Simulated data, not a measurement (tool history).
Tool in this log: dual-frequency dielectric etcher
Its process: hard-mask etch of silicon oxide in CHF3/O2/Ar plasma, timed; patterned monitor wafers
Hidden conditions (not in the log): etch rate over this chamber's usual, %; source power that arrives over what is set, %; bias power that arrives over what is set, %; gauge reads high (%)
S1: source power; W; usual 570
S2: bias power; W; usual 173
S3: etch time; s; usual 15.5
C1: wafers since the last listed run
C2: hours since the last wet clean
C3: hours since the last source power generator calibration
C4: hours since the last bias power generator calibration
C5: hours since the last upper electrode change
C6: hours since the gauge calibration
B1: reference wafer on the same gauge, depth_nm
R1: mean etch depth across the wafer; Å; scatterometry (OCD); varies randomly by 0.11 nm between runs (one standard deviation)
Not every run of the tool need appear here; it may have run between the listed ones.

| run | hour | S1 | S2 | S3 | C1 | C2 | C3 | C4 | C5 | C6 | B1 | R1 |
|---|---|---|---|---|---|---|---|---|---|---|---|---|
| 1 | 0.0 | 640 | 173 | 14.0 | 0 | 377.5 | 1153.2 | 2324.2 | 5679.9 | 651.8 | 31.40 | 287.9 |
| 2 | 23.0 | 540 | 173 | 15.5 | 323 | 400.5 | 1176.2 | 2347.2 | 5702.9 | 674.8 | 31.36 | 293.5 |
| 3 | 41.4 | 570 | 173 | 15.5 | 258 | 418.9 | 1194.6 | 2365.6 | 5721.3 | 693.2 | 31.38 | 302.0 |
| 4 | 67.7 | 570 | 173 | 15.5 | 369 | 445.2 | 1220.9 | 2391.9 | 5747.6 | 719.5 | 31.42 | 301.2 |
| 5 | 93.1 | 620 | 173 | 15.5 | 356 | 470.6 | 1246.3 | 2417.3 | 5773.0 | 744.9 | 31.36 | 315.0 |
| 6 | 117.1 | 630 | 173 | 15.5 | 337 | 494.6 | 1270.3 | 2441.3 | 5797.0 | 768.9 | 31.38 | 315.7 |
| 7 | 149.0 | 630 | 173 | 15.5 | 448 | 526.5 | 1302.2 | 2473.2 | 5828.9 | 800.8 | 31.39 | 317.3 |
|  | 158.3 | bias power generator calibrated |
| 8 | 251.0 | 570 | 173 | 13.5 | 1377 | 628.5 | 1404.2 | 92.7 | 5930.9 | 902.8 | 31.39 | 263.8 |
| 9 | 278.8 | 570 | 173 | 13.5 | 390 | 656.3 | 1432.0 | 120.5 | 5958.7 | 930.6 | 31.42 | 264.6 |
|  | 304.4 | upper electrode replaced |
| 10 | 304.9 | 570 | 173 | 15.5 | 29 | 682.4 | 1458.1 | 146.6 | 0.5 | 956.7 | 31.40 | 302.3 |
|  | 338.5 | wet clean of the chamber |
| 11 | 339.0 | 570 | 173 | 19.0 | 141 | 0.5 | 1492.2 | 180.7 | 34.6 | 990.8 | 31.39 | 372.3 |
| 12 | 349.4 | 520 | 157 | 15.5 | 146 | 10.9 | 1502.6 | 191.1 | 45.0 | 1001.2 | 31.39 | 280.9 |
| 13 | 377.7 | 460 | 161 | 17.0 | 397 | 39.2 | 1530.9 | 219.4 | 73.3 | 1029.5 | 31.37 | 292.2 |
|  | 382.5 | gauge calibrated |
| 14 | 404.9 | 700 | 140 | 15.5 | 382 | 66.4 | 1558.1 | 246.6 | 100.5 | 22.4 | 31.39 | 319.5 |
| 15 | 420.2 | 480 | 173 | 15.5 | 214 | 81.7 | 1573.4 | 261.9 | 115.8 | 37.7 | 31.41 | 277.7 |
|  | 435.5 | source power generator calibrated |
| 16 | 448.1 | 570 | 173 | 15.5 | 335 | 109.6 | 12.6 | 289.8 | 143.7 | 65.6 | 31.41 | 290.8 |
| 17 | 465.2 | 670 | 198 | 19.0 | 240 | 126.7 | 29.7 | 306.9 | 160.8 | 82.7 | 31.42 | 398.6 |
| 18 | 497.7 | 670 | 198 | 19.0 | 456 | 159.2 | 62.2 | 339.4 | 193.3 | 115.2 | 31.39 | 396.9 |
| 19 | 538.4 | 640 | 133 | 19.0 | 571 | 199.9 | 102.9 | 380.1 | 234.0 | 155.9 | 31.39 | 350.0 |
| 20 | 573.7 | 570 | 173 | 15.5 | 496 | 235.2 | 138.2 | 415.4 | 269.3 | 191.2 | 31.39 | 289.5 |
| 21 | 606.3 | 700 | 140 | 15.5 | 458 | 267.8 | 170.8 | 448.0 | 301.9 | 223.8 | 31.39 | 301.4 |
|  | 611.9 | source power generator calibrated, repeated, since the last time left the tool worse |
| 22 | 633.5 | 570 | 144 | 14.0 | 326 | 295.0 | 21.6 | 475.2 | 329.1 | 251.0 | 31.39 | 259.5 |
| 23 | 645.8 | 460 | 193 | 19.0 | 172 | 307.3 | 33.9 | 487.5 | 341.4 | 263.3 | 31.40 | 338.0 |
| 24 | 658.5 | 570 | 213 | 15.5 | 178 | 320.0 | 46.6 | 500.2 | 354.1 | 276.0 | 31.40 | 317.6 |
| 25 | 691.1 | 640 | 156 | 18.5 | 458 | 352.6 | 79.2 | 532.8 | 386.7 | 308.6 | 31.43 | 367.8 |
| 26 | 710.6 | 480 | 140 | 20.0 | 274 | 372.1 | 98.7 | 552.3 | 406.2 | 328.1 | 31.39 | 333.6 |
| 27 | 727.5 | 570 | 213 | 18.0 | 237 | 389.0 | 115.6 | 569.2 | 423.1 | 345.0 | 31.39 | 367.8 |
| 28 | 761.1 | 630 | 213 | 18.0 | 472 | 422.6 | 149.2 | 602.8 | 456.7 | 378.6 | 31.38 | 385.1 |
| 29 | 774.0 | 570 | 173 | 15.5 | 181 | 435.5 | 162.1 | 615.7 | 469.6 | 391.5 | 31.42 | 299.9 |

Hidden state, per run?
etch rate over this chamber's usual, %: 0 at every run
bias power that arrives over what is set, %: 0 at every run
gauge reads high (%): 0 at every run
H1: source power that arrives over what is set, %
| run | H1 |
|---|---|
| 1 | 1.62 |
| 2 | 1.7 |
| 3 | 1.75 |
| 4 | 1.84 |
| 5 | 1.92 |
| 6 | 2 |
| 7 | 2.11 |
| 8 | 2.48 |
| 9 | 2.59 |
| 10 | 2.69 |
| 11 | 2.82 |
| 12 | 2.86 |
| 13 | 2.98 |
| 14 | 3.09 |
| 15 | 3.16 |
| 16 | -6.5 |
| 17 | -6.5 |
| 18 | -6.49 |
| 19 | -6.49 |
| 20 | -6.47 |
| 21 | -6.46 |
| 22 | 0.362 |
| 23 | 0.363 |
| 24 | 0.364 |
| 25 | 0.37 |
| 26 | 0.374 |
| 27 | 0.379 |
| 28 | 0.391 |
| 29 | 0.396 |

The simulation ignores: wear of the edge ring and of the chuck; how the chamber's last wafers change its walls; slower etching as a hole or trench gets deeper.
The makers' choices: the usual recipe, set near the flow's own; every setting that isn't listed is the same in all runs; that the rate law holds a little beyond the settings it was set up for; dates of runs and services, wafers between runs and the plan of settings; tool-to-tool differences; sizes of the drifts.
